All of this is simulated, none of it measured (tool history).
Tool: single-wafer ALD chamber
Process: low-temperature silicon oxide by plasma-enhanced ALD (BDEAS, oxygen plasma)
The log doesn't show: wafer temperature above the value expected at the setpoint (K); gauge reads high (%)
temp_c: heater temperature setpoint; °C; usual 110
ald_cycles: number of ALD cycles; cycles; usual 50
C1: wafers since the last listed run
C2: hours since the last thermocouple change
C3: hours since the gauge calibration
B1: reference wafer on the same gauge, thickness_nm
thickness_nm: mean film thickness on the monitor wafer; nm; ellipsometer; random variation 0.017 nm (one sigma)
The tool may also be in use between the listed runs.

run 1 hour=0.0 | temp_c=110 ald_cycles=50 | C1=0 C2=1317.0 C3=176.3 | B1=7.161 | thickness_nm=6.799
run 2 hour=31.3 | temp_c=110 ald_cycles=50 | C1=144 C2=1348.3 C3=207.6 | B1=7.156 | thickness_nm=6.781
run 3 hour=67.4 | temp_c=110 ald_cycles=50 | C1=166 C2=1384.4 C3=243.7 | B1=7.151 | thickness_nm=6.806
run 4 hour=102.5 | temp_c=110 ald_cycles=52 | C1=161 C2=1419.5 C3=278.8 | B1=7.143 | thickness_nm=7.036
run 5 hour=141.2 | temp_c=110 ald_cycles=52 | C1=178 C2=1458.2 C3=317.5 | B1=7.135 | thickness_nm=7.028
run 6 hour=201.9 | temp_c=110 ald_cycles=52 | C1=279 C2=1518.9 C3=378.2 | B1=7.121 | thickness_nm=7.014
run 7 hour=267.9 | temp_c=110 ald_cycles=50 | C1=303 C2=1584.9 C3=444.2 | B1=7.113 | thickness_nm=6.698
run 8 hour=311.5 | temp_c=99 ald_cycles=50 | C1=200 C2=1628.5 C3=487.8 | B1=7.105 | thickness_nm=6.844
run 9 hour=352.8 | temp_c=99 ald_cycles=50 | C1=190 C2=1669.8 C3=529.1 | B1=7.104 | thickness_nm=6.845
run 10 hour=417.1 | temp_c=110 ald_cycles=57 | C1=295 C2=1734.1 C3=593.4 | B1=7.089 | thickness_nm=7.650
run 11 hour=484.1 | temp_c=102 ald_cycles=55 | C1=308 C2=1801.1 C3=660.4 | B1=7.079 | thickness_nm=7.421

Run 12 comes next. What will it give?
-- hour=632.7 gauge calibrated
run 12 hour=641.3 | temp_c=124 ald_cycles=50 | C1=723 C2=1958.3 C3=8.6 | B1=? | thickness_nm=?

{"run 12": {"B1": 7.152, "thickness_nm": 6.659}}
Without the tool's hidden state the same run would have given thickness_nm 6.680 nm.

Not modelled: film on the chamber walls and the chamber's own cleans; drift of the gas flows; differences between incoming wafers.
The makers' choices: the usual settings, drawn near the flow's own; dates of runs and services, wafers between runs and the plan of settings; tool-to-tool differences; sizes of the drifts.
